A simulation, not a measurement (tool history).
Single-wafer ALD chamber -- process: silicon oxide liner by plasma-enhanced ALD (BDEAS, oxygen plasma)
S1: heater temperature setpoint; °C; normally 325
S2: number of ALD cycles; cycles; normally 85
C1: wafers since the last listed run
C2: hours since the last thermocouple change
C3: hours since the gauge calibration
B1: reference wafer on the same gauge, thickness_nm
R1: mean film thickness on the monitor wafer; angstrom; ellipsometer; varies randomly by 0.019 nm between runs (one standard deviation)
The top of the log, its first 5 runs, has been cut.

| run | hour | S1 | S2 | C1 | C2 | C3 | B1 | R1 |
|---|---|---|---|---|---|---|---|---|
|  | 351.2 | gauge calibrated |
| 6 | 383.1 | 325 | 85 | 344 | 1266.6 | 31.9 | 6.15 | 75.51 |
| 7 | 487.8 | 325 | 85 | 511 | 1371.3 | 136.6 | 6.152 | 75.62 |
| 8 | 528.9 | 325 | 85 | 200 | 1412.4 | 177.7 | 6.153 | 75.65 |
| 9 | 619.5 | 325 | 85 | 442 | 1503 | 268.3 | 6.155 | 75.68 |
| 10 | 716.3 | 325 | 85 | 472 | 1599.8 | 365.1 | 6.151 | 75.88 |
| 11 | 767.8 | 332 | 85 | 251 | 1651.3 | 416.6 | 6.152 | 74.65 |
| 12 | 806.3 | 332 | 85 | 188 | 1689.8 | 455.1 | 6.143 | 74.68 |
| 13 | 886.9 | 325 | 85 | 393 | 1770.4 | 535.7 | 6.156 | 75.71 |
| 14 | 952.1 | 325 | 85 | 318 | 1835.6 | 600.9 | 6.15 | 75.54 |
| 15 | 1052 | 334 | 85 | 488 | 1935.5 | 700.8 | 6.144 | 74.79 |
| 16 | 1095.4 | 339 | 76 | 212 | 1978.9 | 744.2 | 6.148 | 66.59 |
| 17 | 1352.9 | 325 | 85 | 1257 | 2236.4 | 1001.7 | 6.153 | 75.21 |
| 18 | 1433.3 | 330 | 90 | 392 | 2316.8 | 1082.1 | 6.152 | 79.54 |
|  | 1474.4 | thermocouple changed; heater temperature recalibrated |
| 19 | 1524.5 | 317 | 90 | 406 | 50.1 | 1173.3 | 6.15 | 80.79 |
| 20 | 1564.9 | 318 | 73 | 197 | 90.5 | 1213.7 | 6.15 | 65.2 |
| 21 | 1652.5 | 313 | 94 | 427 | 178.1 | 1301.3 | 6.144 | 84.87 |
| 22 | 1711 | 319 | 91 | 285 | 236.6 | 1359.8 | 6.15 | 81.78 |
|  | 1748.6 | gauge calibrated |
| 23 | 1812.1 | 314 | 69 | 493 | 337.7 | 63.5 | 6.153 | 62.37 |
| 24 | 1892.3 | 319 | 75 | 391 | 417.9 | 143.7 | 6.15 | 67.51 |
| 25 | 1950.5 | 325 | 96 | 284 | 476.1 | 201.9 | 6.15 | 85.2 |
| 26 | 2162.4 | 319 | 85 | 1035 | 688 | 413.8 | 6.153 | 76.33 |
| 27 | 2204.6 | 311 | 78 | 206 | 730.2 | 456 | 6.146 | 70.46 |
| 28 | 2264.3 | 325 | 85 | 291 | 789.9 | 515.7 | 6.153 | 75.32 |
| 29 | 2348.8 | 330 | 69 | 412 | 874.4 | 600.2 | 6.151 | 60.9 |
| 30 | 2390.2 | 319 | 75 | 202 | 915.8 | 641.6 | 6.145 | 67.29 |

Forecast each of these 5 alternatives for the next run:
| A | 2390.7 | 318 | 85 | 2 | 916.3 | 642.1 | ? | ? |
| B | 2390.7 | 315 | 81 | 2 | 916.3 | 642.1 | ? | ? |
| C | 2390.7 | 315 | 77 | 2 | 916.3 | 642.1 | ? | ? |
| D | 2390.7 | 325 | 69 | 2 | 916.3 | 642.1 | ? | ? |
| E | 2390.7 | 330 | 85 | 2 | 916.3 | 642.1 | ? | ? |

| run | B1 | R1 |
|---|---|---|
| A | 6.148 | 76.3 |
| B | 6.148 | 72.98 |
| C | 6.148 | 69.38 |
| D | 6.148 | 61.39 |
| E | 6.148 | 75.14 |
Without the tool's hidden state the same runs would have given:
| run | R1 |
|---|---|
| A | 76.3 |
| B | 72.98 |
| C | 69.38 |
| D | 61.39 |
| E | 75.14 |

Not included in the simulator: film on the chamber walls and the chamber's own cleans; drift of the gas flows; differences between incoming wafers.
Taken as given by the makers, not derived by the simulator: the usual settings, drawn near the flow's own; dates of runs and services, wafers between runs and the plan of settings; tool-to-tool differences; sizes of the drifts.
